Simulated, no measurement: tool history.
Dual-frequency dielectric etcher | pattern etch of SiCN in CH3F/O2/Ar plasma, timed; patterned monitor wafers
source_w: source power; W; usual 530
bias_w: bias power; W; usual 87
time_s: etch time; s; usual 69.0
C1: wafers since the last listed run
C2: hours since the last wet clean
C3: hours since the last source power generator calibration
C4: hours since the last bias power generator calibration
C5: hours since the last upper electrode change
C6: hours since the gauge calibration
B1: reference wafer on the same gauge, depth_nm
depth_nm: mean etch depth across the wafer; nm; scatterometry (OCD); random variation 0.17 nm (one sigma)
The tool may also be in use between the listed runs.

{"run": 1, "hour": 0.0, "source_w": 530, "bias_w": 87, "time_s": 69.0, "C1": 0, "C2": 195.0, "C3": 3458.2, "C4": 3917.3, "C5": 4451.2, "C6": 593.9, "B1": 31.04, "depth_nm": 28.91}
{"run": 2, "hour": 51.1, "source_w": 530, "bias_w": 87, "time_s": 69.0, "C1": 368, "C2": 246.1, "C3": 3509.3, "C4": 3968.4, "C5": 4502.3, "C6": 645.0, "B1": 31.09, "depth_nm": 29.61}
{"run": 3, "hour": 77.2, "source_w": 530, "bias_w": 87, "time_s": 69.0, "C1": 188, "C2": 272.2, "C3": 3535.4, "C4": 3994.5, "C5": 4528.4, "C6": 671.1, "B1": 31.13, "depth_nm": 29.11}
{"run": 4, "hour": 110.1, "source_w": 530, "bias_w": 74, "time_s": 69.0, "C1": 237, "C2": 305.1, "C3": 3568.3, "C4": 4027.4, "C5": 4561.3, "C6": 704.0, "B1": 31.13, "depth_nm": 26.73}
{"run": 5, "hour": 151.8, "source_w": 530, "bias_w": 87, "time_s": 69.0, "C1": 300, "C2": 346.8, "C3": 3610.0, "C4": 4069.1, "C5": 4603.0, "C6": 745.7, "B1": 31.19, "depth_nm": 29.63}
{"hour": 192.6, "done": "wet clean of the chamber"}
{"run": 6, "hour": 193.1, "source_w": 530, "bias_w": 87, "time_s": 69.0, "C1": 124, "C2": 0.5, "C3": 3651.3, "C4": 4110.4, "C5": 4644.3, "C6": 787.0, "B1": 31.21, "depth_nm": 29.79}
{"run": 7, "hour": 222.0, "source_w": 530, "bias_w": 87, "time_s": 69.0, "C1": 208, "C2": 29.4, "C3": 3680.2, "C4": 4139.3, "C5": 4673.2, "C6": 815.9, "B1": 31.28, "depth_nm": 28.99}
{"run": 8, "hour": 310.7, "source_w": 530, "bias_w": 87, "time_s": 69.0, "C1": 640, "C2": 118.1, "C3": 3768.9, "C4": 4228.0, "C5": 4761.9, "C6": 904.6, "B1": 31.41, "depth_nm": 29.62}
{"run": 9, "hour": 350.9, "source_w": 530, "bias_w": 87, "time_s": 69.0, "C1": 290, "C2": 158.3, "C3": 3809.1, "C4": 4268.2, "C5": 4802.1, "C6": 944.8, "B1": 31.52, "depth_nm": 29.31}
{"hour": 354.8, "done": "gauge calibrated"}
{"hour": 430.6, "done": "upper electrode replaced"}
{"run": 10, "hour": 431.1, "source_w": 530, "bias_w": 87, "time_s": 69.0, "C1": 405, "C2": 238.5, "C3": 3889.3, "C4": 4348.4, "C5": 0.5, "C6": 76.3, "B1": 30.34, "depth_nm": 28.52}
{"run": 11, "hour": 437.5, "source_w": 630, "bias_w": 87, "time_s": 77.5, "C1": 46, "C2": 244.9, "C3": 3895.7, "C4": 4354.8, "C5": 6.9, "C6": 82.7, "B1": 30.34, "depth_nm": 33.84}
{"run": 12, "hour": 478.4, "source_w": 460, "bias_w": 96, "time_s": 58.0, "C1": 295, "C2": 285.8, "C3": 3936.6, "C4": 4395.7, "C5": 47.8, "C6": 123.6, "B1": 30.38, "depth_nm": 24.52}
{"run": 13, "hour": 509.9, "source_w": 490, "bias_w": 105, "time_s": 75.5, "C1": 227, "C2": 317.3, "C3": 3968.1, "C4": 4427.2, "C5": 79.3, "C6": 155.1, "B1": 30.43, "depth_nm": 33.89}
{"hour": 577.2, "done": "wet clean of the chamber"}
{"run": 14, "hour": 577.7, "source_w": 610, "bias_w": 97, "time_s": 49.5, "C1": 316, "C2": 0.5, "C3": 4035.9, "C4": 4495.0, "C5": 147.1, "C6": 222.9, "B1": 30.48, "depth_nm": 22.86}
{"run": 15, "hour": 610.8, "source_w": 530, "bias_w": 87, "time_s": 69.0, "C1": 238, "C2": 33.6, "C3": 4069.0, "C4": 4528.1, "C5": 180.2, "C6": 256.0, "B1": 30.55, "depth_nm": 28.93}
{"hour": 617.0, "done": "source power generator calibrated"}
{"run": 16, "hour": 655.3, "source_w": 530, "bias_w": 87, "time_s": 69.0, "C1": 292, "C2": 78.1, "C3": 38.3, "C4": 4572.6, "C5": 224.7, "C6": 300.5, "B1": 30.64, "depth_nm": 28.76}
{"run": 17, "hour": 708.1, "source_w": 530, "bias_w": 87, "time_s": 69.0, "C1": 380, "C2": 130.9, "C3": 91.1, "C4": 4625.4, "C5": 277.5, "C6": 353.3, "B1": 30.69, "depth_nm": 29.01}
{"hour": 716.2, "done": "bias power generator calibrated"}
{"run": 18, "hour": 760.9, "source_w": 530, "bias_w": 79, "time_s": 60.0, "C1": 352, "C2": 183.7, "C3": 143.9, "C4": 44.7, "C5": 330.3, "C6": 406.1, "B1": 30.69, "depth_nm": 23.64}
{"run": 19, "hour": 825.3, "source_w": 640, "bias_w": 87, "time_s": 69.0, "C1": 464, "C2": 248.1, "C3": 208.3, "C4": 109.1, "C5": 394.7, "C6": 470.5, "B1": 30.88, "depth_nm": 30.73}
{"hour": 890.1, "done": "wet clean of the chamber"}
{"run": 20, "hour": 890.6, "source_w": 530, "bias_w": 87, "time_s": 60.5, "C1": 297, "C2": 0.5, "C3": 273.6, "C4": 174.4, "C5": 460.0, "C6": 535.8, "B1": 30.92, "depth_nm": 25.56}
{"run": 21, "hour": 916.1, "source_w": 530, "bias_w": 87, "time_s": 69.0, "C1": 183, "C2": 26.0, "C3": 299.1, "C4": 199.9, "C5": 485.5, "C6": 561.3, "B1": 30.99, "depth_nm": 29.31}

Forecast each of these 5 alternatives for the next run:
{"run": "A", "hour": 916.5, "source_w": 530, "bias_w": 87, "time_s": 69.0, "C1": 2, "C2": 26.4, "C3": 299.5, "C4": 200.3, "C5": 485.9, "C6": 561.7, "B1": "?", "depth_nm": "?"}
{"run": "B", "hour": 916.5, "source_w": 530, "bias_w": 87, "time_s": 60.0, "C1": 2, "C2": 26.4, "C3": 299.5, "C4": 200.3, "C5": 485.9, "C6": 561.7, "B1": "?", "depth_nm": "?"}
{"run": "C", "hour": 916.5, "source_w": 530, "bias_w": 69, "time_s": 61.5, "C1": 2, "C2": 26.4, "C3": 299.5, "C4": 200.3, "C5": 485.9, "C6": 561.7, "B1": "?", "depth_nm": "?"}
{"run": "D", "hour": 916.5, "source_w": 600, "bias_w": 78, "time_s": 53.0, "C1": 2, "C2": 26.4, "C3": 299.5, "C4": 200.3, "C5": 485.9, "C6": 561.7, "B1": "?", "depth_nm": "?"}
{"run": "E", "hour": 916.5, "source_w": 590, "bias_w": 73, "time_s": 54.0, "C1": 2, "C2": 26.4, "C3": 299.5, "C4": 200.3, "C5": 485.9, "C6": 561.7, "B1": "?", "depth_nm": "?"}

run=A B1=30.97 depth_nm=29.15
run=B B1=30.97 depth_nm=25.35
run=C B1=30.97 depth_nm=22.77
run=D B1=30.97 depth_nm=21.90
run=E B1=30.97 depth_nm=21.38
Without the tool's hidden state the same runs would have given:
run=A depth_nm=28.64
run=B depth_nm=24.90
run=C depth_nm=22.38
run=D depth_nm=21.52
run=E depth_nm=21.00
